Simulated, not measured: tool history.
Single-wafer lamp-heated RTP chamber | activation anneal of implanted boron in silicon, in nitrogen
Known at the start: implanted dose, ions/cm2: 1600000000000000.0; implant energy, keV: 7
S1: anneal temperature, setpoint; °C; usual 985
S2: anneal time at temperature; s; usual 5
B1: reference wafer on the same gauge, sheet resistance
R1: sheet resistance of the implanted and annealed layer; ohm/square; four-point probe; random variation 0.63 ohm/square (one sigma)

run,hour,S1,S2,B1,R1
1,0.0,993,5,135.03,154.70
2,26.7,993,5,135.04,153.45
3,58.0,985,5,135.01,160.47
# hour 80.1: pyrometer window cleaned and pyrometer calibrated
4,88.4,985,5,134.92,160.92
5,113.8,985,5,135.07,160.71
6,128.9,985,5,135.06,160.77
7,144.2,985,5,134.95,160.26
8,162.3,985,5,135.04,161.03
9,194.9,985,5,134.96,161.14
10,219.0,985,5,134.83,160.66
11,233.4,985,5,135.06,160.02
# hour 262.5: reflector plate cleaned
12,263.0,985,5,134.97,163.90
13,283.4,1002,3,134.90,155.30
14,314.6,1002,3,134.88,153.98
# hour 353.3: gauge calibrated
15,396.9,1002,3,134.96,153.49
16,430.9,985,5,134.96,161.03
17,445.3,985,3,134.99,168.20
18,471.3,993,3,135.07,162.02
19,506.5,985,5,135.05,160.95
20,521.6,959,7,135.07,186.94
21,540.1,1000,7,134.89,144.64
# hour 551.2: pyrometer window cleaned and pyrometer calibrated
22,565.0,962,3,134.89,193.39
23,597.2,985,5,134.99,161.58
24,618.5,999,8,134.98,143.41
25,643.6,975,5,135.05,170.89
26,665.1,985,5,135.03,160.76
27,698.3,967,4,134.95,182.96
28,730.6,1008,5,135.03,142.44
29,753.8,1014,6,134.88,137.30
30,774.4,961,7,134.92,182.73
31,793.0,1005,5,135.11,145.18
32,806.8,970,5,134.86,174.79

Some steps in R1 between neighbouring runs. How much of each would the tool show without its hidden state too (settings, what came in, random variation), and how much is left for the hidden state, with any gauge scatter that isn't in both results?
The hidden state here: true wafer temperature minus pyrometer reading, K; wafer temperature error from the tarnished reflector plate, K; gauge reads high (%).
Run 20 -> 21: S1 959 -> 1000. R1 -42.30 ohm/square: hidden state +3.70, all else -46.00.
Run 21 -> 22: S1 1000 -> 962, S2 7 -> 3, pyrometer window cleaned and pyrometer calibrated. R1 +48.75 ohm/square: hidden state -4.31, all else +53.06.
Run 29 -> 30: S1 1014 -> 961, S2 6 -> 7. R1 +45.43 ohm/square: hidden state -4.84, all else +50.27.
Run 30 -> 31: S1 961 -> 1005, S2 7 -> 5. R1 -37.55 ohm/square: hidden state +4.31, all else -41.86.
